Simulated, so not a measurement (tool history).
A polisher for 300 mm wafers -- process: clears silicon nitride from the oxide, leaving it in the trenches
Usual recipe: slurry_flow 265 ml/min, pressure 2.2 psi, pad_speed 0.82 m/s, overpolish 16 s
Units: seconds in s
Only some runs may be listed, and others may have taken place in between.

run	hour	slurry_flow	pressure	pad_speed	overpolish	incoming thickness of the incoming film, nm	seconds
1	0.0	265	2.2	0.82	16	50.3	89.5
2	16.7	265	2.2	0.82	16	49.5	93.6
3	31.1	265	2.2	0.82	16	50.0	93.2
# hour 39.6: worn pad replaced by a new one
4	40.1	265	2.2	0.82	16	50.7	86.7
5	81.1	265	2.2	0.82	16	48.9	85.7
6	89.2	265	2.2	0.82	16	49.8	85.8
7	107.1	265	2.2	0.82	16	49.6	91.9
8	114.4	265	2.2	0.90	16	50.1	82.9
9	121.4	265	2.2	0.90	16	49.5	83.0
# hour 131.0: worn pad replaced by a new one
10	131.8	265	2.2	0.90	16	50.2	77.8
11	168.3	265	2.0	0.82	16	49.9	97.2
12	180.9	265	2.7	0.82	20	50.4	74.2
13	189.4	265	2.6	0.82	19	50.2	77.2
14	196.0	265	2.6	0.82	19	49.6	76.5
15	213.3	265	2.6	0.82	19	49.5	77.7
16	223.2	265	2.2	0.82	16	50.3	91.7
17	233.1	265	2.2	0.68	16	50.0	115.7
# hour 242.2: worn pad replaced by a new one
18	242.7	265	2.2	0.82	16	49.5	84.6
19	256.6	265	2.2	0.82	16	50.8	85.9
20	267.0	230	2.5	0.56	21	50.0	114.8
21	274.6	265	1.7	0.82	16	50.1	113.2
22	291.5	295	2.6	0.66	16	49.3	95.6
23	305.3	265	2.2	0.82	16	50.2	93.4
# hour 316.0: head pressure recalibrated
24	317.5	265	2.2	0.82	16	50.6	92.6
# hour 331.3: worn pad replaced by a new one
25	333.8	185	1.8	0.82	16	49.9	110.0
26	344.8	265	2.2	0.82	16	49.2	85.8
27	354.2	345	2.8	0.82	8	50.1	68.9
28	371.7	265	2.2	0.82	16	50.4	92.8
29	387.7	210	2.2	0.82	24	49.7	94.9
30	399.6	265	2.2	0.82	16	49.8	92.5
# hour 409.1: slurry nozzle cleaned
31	416.8	265	2.2	0.82	16	50.1	91.9
32	430.0	290	2.2	1.04	23	50.5	76.2
# hour 439.8: worn pad replaced by a new one
33	440.3	325	2.2	0.72	10	49.8	93.8
34	448.8	265	2.2	0.82	23	49.9	85.2
35	458.1	265	2.2	0.82	7	50.4	87.5
36	469.5	205	1.6	0.60	21	49.8	165.3
37	476.9	265	1.8	0.98	16	49.9	91.4
38	522.1	265	1.9	0.62	16	49.9	147.0

Measured minus without-hidden-state, run by run (identical run-to-run variation in each term; gauge scatter may differ):
What the log doesn't record here: removal rate lost through wear of the pad, %; slurry flow missing at the pad, %; deviation of the head's pressure from its setpoint, %.
run	seconds
1	+7.9
2	+10.1
3	+11.6
4	+1.1
5	+5.1
6	+5.9
7	+8.3
8	+8.1
9	+8.8
10	+0.7
11	+4.9
12	+4.8
13	+5.7
14	+6.3
15	+7.9
16	+10.4
17	+14.4
18	+0.2
19	+1.6
20	+3.5
21	+4.4
22	+5.6
23	+6.9
24	+8.2
25	+2.4
26	+2.9
27	+3.2
28	+6.1
29	+8.0
30	+9.0
31	+10.8
32	+10.1
33	+1.0
34	+1.8
35	+2.7
36	+7.2
37	+4.8
38	+15.3
